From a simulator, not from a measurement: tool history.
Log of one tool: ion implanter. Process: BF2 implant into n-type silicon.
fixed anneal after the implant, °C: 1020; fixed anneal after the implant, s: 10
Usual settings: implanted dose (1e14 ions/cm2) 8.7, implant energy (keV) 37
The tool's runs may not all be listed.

run,day,implanted dose (1e14 ions/cm2),implant energy (keV),wafers since the last listed run,hours since the last dose calibration,hours since the extraction supply was calibrated,hours since the gauge calibration,"read-back reference wafer on the same gauge, sheet resistance",sheet resistance of the implanted and annealed layer (ohm/square)
1,0,8.7,37,0,1859.8,3970.8,430.9,144,139.75
2,0.567,8.7,37,305,1873.4,3984.4,444.5,143.98,139.29
3,1.125,8.7,37,300,1886.8,3997.8,457.9,143.93,139.89
4,1.704,8.7,37,312,1900.7,4011.7,471.8,144.06,139.69
5,2.5,8.7,37,428,1919.8,4030.8,490.9,143.97,139.05
6,4.133,8.7,37,880,1959,4070,530.1,144,139.64
7,4.408,8.7,37,148,1965.6,4076.6,536.7,144.02,140.08
8,5.142,8.7,37,395,1983.2,4094.2,554.3,144.05,139.83
9,5.562,8.7,37,226,1993.3,4104.3,564.4,144,140.09
10,6.279,8.7,37,386,2010.5,4121.5,581.6,144.01,139.76
11,6.742,8.7,37,249,2021.6,4132.6,592.7,144,139.91
12,7.225,8.7,37,260,2033.2,4144.2,604.3,143.97,140.41
13,7.892,11.06,37,359,2049.2,4160.2,620.3,143.92,122.44
# day 9.004: extraction supply calibrated
14,9.804,8.7,37,851,2095.1,19.2,666.2,144.02,139.75
# day 10.442: Faraday cup replaced and dose calibrated
15,10.462,11.29,37,175,0.5,35,682,144,116.18
16,10.6,7.89,31.5,74,3.8,38.3,685.3,143.96,146.37
17,11.312,8,37,384,20.9,55.4,702.4,144,138.1
18,11.988,7.11,26,363,37.1,71.6,718.6,144.06,165.46
19,12.521,7.38,44.5,287,49.9,84.4,731.4,144.01,139.24
20,13.046,6.83,48.5,282,62.5,97,744,143.94,145.69
21,13.396,9.83,45.5,188,70.9,105.4,752.4,143.97,114.84
# day 14.112: Faraday cup replaced and dose calibrated, repeated, since the last time left the tool worse
22,14.133,10.41,29.5,217,0.5,123.1,770.1,143.98,135.63
# day 14.379: gauge calibrated
23,14.829,8.7,37,375,17.2,139.8,10.8,143.95,136.22
24,15.167,8.7,37,181,25.3,147.9,18.9,143.97,136.45
25,15.667,8.7,37,269,37.3,159.9,30.9,144,136.69
26,16.267,8.7,37,323,51.7,174.3,45.3,143.92,136.94
27,16.896,9.36,31.5,339,66.8,189.4,60.4,144.01,138.08
28,17.429,7.4,29,287,79.6,202.2,73.2,144.01,161.47
29,17.883,8.7,37,244,90.5,213.1,84.1,143.99,136.87
30,18.583,8.7,37,377,107.3,229.9,100.9,143.96,135.87
31,19.017,7.3,28.5,233,117.7,240.3,111.3,143.97,163.66

The next listed run, before its measurement:
32,19.721,11.21,24.5,379,134.6,257.2,128.2,?,?

Run 32 gave read-back reference wafer on the same gauge, sheet resistance 143.99, sheet resistance of the implanted and annealed layer (ohm/square) 143.86.
Without the tool's hidden state the same run would have given sheet resistance of the implanted and annealed layer (ohm/square) 143.92.

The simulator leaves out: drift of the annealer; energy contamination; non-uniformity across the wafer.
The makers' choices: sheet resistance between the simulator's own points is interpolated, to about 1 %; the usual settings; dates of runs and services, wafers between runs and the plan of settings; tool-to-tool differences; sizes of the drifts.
